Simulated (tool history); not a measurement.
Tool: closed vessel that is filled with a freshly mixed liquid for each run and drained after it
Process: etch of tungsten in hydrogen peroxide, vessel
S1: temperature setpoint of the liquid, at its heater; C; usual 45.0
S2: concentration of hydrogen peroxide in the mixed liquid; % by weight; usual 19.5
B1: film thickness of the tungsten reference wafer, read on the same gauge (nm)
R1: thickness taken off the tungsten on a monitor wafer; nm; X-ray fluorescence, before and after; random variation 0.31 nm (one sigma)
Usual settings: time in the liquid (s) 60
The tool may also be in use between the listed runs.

run 1 day=0.000 | S1=50.0 S2=19.5 time_in_the_liquid_(s)=60 | B1=139.98 | R1=50.83
run 2 day=2.542 | S1=50.0 S2=19.5 time_in_the_liquid_(s)=60 | B1=139.97 | R1=51.21
run 3 day=4.729 | S1=45.0 S2=16.0 time_in_the_liquid_(s)=60 | B1=140.00 | R1=33.54
run 4 day=6.854 | S1=38.5 S2=19.5 time_in_the_liquid_(s)=60 | B1=139.99 | R1=24.55
run 5 day=9.946 | S1=38.5 S2=19.5 time_in_the_liquid_(s)=60 | B1=140.02 | R1=24.58
run 6 day=13.667 | S1=38.5 S2=19.5 time_in_the_liquid_(s)=60 | B1=139.99 | R1=24.59
run 7 day=15.346 | S1=45.0 S2=19.5 time_in_the_liquid_(s)=60 | B1=139.98 | R1=38.12
run 8 day=19.504 | S1=45.0 S2=19.5 time_in_the_liquid_(s)=60 | B1=139.98 | R1=37.24
-- day=20.700 new drum of peroxide connected
run 9 day=22.938 | S1=45.0 S2=19.5 time_in_the_liquid_(s)=60 | B1=140.01 | R1=37.43
run 10 day=25.683 | S1=45.0 S2=19.5 time_in_the_liquid_(s)=60 | B1=140.00 | R1=37.26
run 11 day=37.225 | S1=45.0 S2=19.5 time_in_the_liquid_(s)=60 | B1=139.99 | R1=37.36
run 12 day=40.171 | S1=45.0 S2=19.5 time_in_the_liquid_(s)=60 | B1=139.98 | R1=37.78
-- day=41.417 peroxide flow meter replaced
run 13 day=42.833 | S1=45.0 S2=19.5 time_in_the_liquid_(s)=60 | B1=140.03 | R1=37.91
run 14 day=46.558 | S1=45.0 S2=19.5 time_in_the_liquid_(s)=60 | B1=140.02 | R1=37.87
run 15 day=49.146 | S1=45.0 S2=19.5 time_in_the_liquid_(s)=60 | B1=140.02 | R1=38.56

The next listed run, before its measurement:
run 16 day=51.212 | S1=55.0 S2=24.5 time_in_the_liquid_(s)=90 | B1=? | R1=?

{"run 16": {"B1": 140.0, "R1": 119.66}}
Without the tool's hidden state the same run would have given R1 110.30 nm.
